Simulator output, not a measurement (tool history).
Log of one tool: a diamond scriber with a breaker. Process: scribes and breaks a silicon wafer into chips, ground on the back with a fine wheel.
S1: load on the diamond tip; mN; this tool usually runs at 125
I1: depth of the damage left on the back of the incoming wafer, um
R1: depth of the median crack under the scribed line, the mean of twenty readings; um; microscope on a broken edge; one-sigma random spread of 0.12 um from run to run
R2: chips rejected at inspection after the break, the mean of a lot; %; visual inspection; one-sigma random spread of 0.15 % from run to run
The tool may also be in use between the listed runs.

Run 1, hour 0.0: usual settings but S1 106 mN; I1 2.26. Result: R1 8.82 um, R2 24.96 %.
Run 2, hour 9.5: usual settings; I1 2.22. Result: R1 10.21 um, R2 9.05 %.
Run 3, hour 22.3: usual settings; I1 1.67. Result: R1 10.23 um, R2 7.83 %.
Run 4, hour 35.5: usual settings; I1 2.50. Result: R1 10.19 um, R2 9.63 %.
Run 5, hour 44.8: usual settings; I1 2.81. Result: R1 10.10 um, R2 10.12 %.
Run 6, hour 59.2: usual settings; I1 1.82. Result: R1 10.00 um, R2 8.51 %.
Run 7, hour 73.9: usual settings but S1 104 mN; I1 2.21. Result: R1 8.51 um, R2 32.49 %.
Run 8, hour 88.5: usual settings but S1 98 mN; I1 1.73. Result: R1 7.97 um, R2 37.63 %.
Run 9, hour 98.0: usual settings; I1 2.59. Result: R1 10.24 um, R2 9.09 %.
Run 10, hour 117.4: usual settings; I1 2.56. Result: R1 9.96 um, R2 10.34 %.
Run 11, hour 127.7: usual settings but S1 147 mN; I1 1.83. Result: R1 11.46 um, R2 2.33 %.
Run 12, hour 139.5: usual settings but S1 145 mN; I1 1.58. Result: R1 11.28 um, R2 2.28 %.
Run 13, hour 149.7: usual settings but S1 145 mN; I1 1.93. Result: R1 11.17 um, R2 3.34 %.
Run 14, hour 167.7: usual settings but S1 145 mN; I1 2.65. Result: R1 13.47 um, R2 6.06 %.
Run 15, hour 181.0: usual settings; I1 2.51. Result: R1 11.85 um, R2 2.11 %.
Run 16, hour 197.5: usual settings; I1 1.78. Result: R1 11.64 um, R2 1.94 %.
Run 17, hour 205.6: usual settings; I1 2.65. Result: R1 11.51 um, R2 2.87 %.
Run 18, hour 215.0: usual settings but S1 152 mN; I1 2.54. Result: R1 14.13 um, R2 8.34 %.
Run 19, hour 224.1: usual settings; I1 2.37. Result: R1 11.85 um, R2 2.38 %.
Run 20, hour 241.9: usual settings but S1 155 mN; I1 1.53. Result: R1 14.24 um, R2 8.78 %.
Run 21, hour 252.2: usual settings but S1 159 mN; I1 1.92. Result: R1 14.22 um, R2 11.51 %.
Run 22, hour 267.9: usual settings but S1 87 mN; I1 2.40. Result: R1 8.26 um, R2 33.60 %.
Run 23, hour 284.7: usual settings; I1 1.95. Result: R1 11.60 um, R2 2.06 %.
Run 24, hour 290.9: usual settings but S1 146 mN; I1 1.93. Result: R1 13.01 um, R2 4.34 %.
Run 25, hour 344.8: usual settings but S1 96 mN; I1 2.30. Result: R1 8.92 um, R2 24.26 %.
Run 26, hour 355.9: usual settings but S1 90 mN; I1 2.95. Result: R1 8.33 um, R2 32.18 %.
Run 27, hour 370.0: usual settings but S1 103 mN; I1 2.52. Result: R1 9.45 um, R2 13.78 %.
Run 28, hour 379.3: usual settings; I1 2.05. Result: R1 11.45 um, R2 2.71 %.
Run 29, hour 385.4: usual settings; I1 1.62. Result: R1 11.24 um, R2 2.51 %.
Run 30, hour 392.6: usual settings but S1 153 mN; I1 1.69. Result: R1 13.62 um, R2 5.97 %.
Run 31, hour 409.6: usual settings but S1 99 mN; I1 2.81. Result: R1 9.24 um, R2 21.81 %.
Run 32, hour 425.2: usual settings but S1 108 mN; I1 1.98. Result: R1 9.90 um, R2 10.85 %.
Run 33, hour 439.6: usual settings but S1 156 mN; I1 1.94. Result: R1 13.25 um, R2 6.80 %.
Run 34, hour 451.7: usual settings but S1 101 mN; I1 1.84. Result: R1 9.27 um, R2 17.68 %.
Run 35, hour 465.5: usual settings but S1 112 mN; I1 1.97. Result: R1 10.11 um, R2 9.10 %.
Run 36, hour 473.0: usual settings but S1 142 mN; I1 2.44. Result: R1 12.57 um, R2 2.73 %.
Run 37, hour 486.8: usual settings but S1 158 mN; I1 2.91. Result: R1 13.57 um, R2 7.59 %.
Run 38, hour 496.0: usual settings; I1 2.85. Result: R1 11.10 um, R2 4.43 %.
Run 39, hour 503.5: usual settings but S1 138 mN; I1 1.54. Result: R1 12.23 um, R2 1.88 %.
Run 40, hour 516.7: usual settings but S1 162 mN; I1 1.76. Result: R1 13.88 um, R2 7.22 %.
Run 41, hour 528.6: usual settings but S1 138 mN; I1 2.18. Result: R1 11.85 um, R2 2.16 %.
Run 42, hour 542.3: usual settings; I1 2.69. Result: R1 11.04 um, R2 4.77 %.
Run 43, hour 554.2: usual settings; I1 2.26. Result: R1 11.10 um, R2 4.24 %.

Removed from this log: 2 entries logged between the listed runs. Between which two listed runs does each belong, and how does the tool's hidden state at the listed run before it compare with that at the listed run after it?
Logged between run 13 and run 14: diamond tip replaced by a new one (hour 155.4)
  share of the diamond tip's cutting effectiveness lost through wear, %: 24.2 -> 0.683
  measured value less the no-hidden-state value, R1: -2.27 -> -0.06 um; R2: -3.90 -> -0.27 %
Logged between run 32 and run 33: load on the tip recalibrated (hour 431.1)
  share of the diamond tip's cutting effectiveness lost through wear, %: 7.84 -> 8.24
  measured value less the no-hidden-state value, R1: -0.56 -> -0.78 um; R2: +4.26 -> -4.77 %
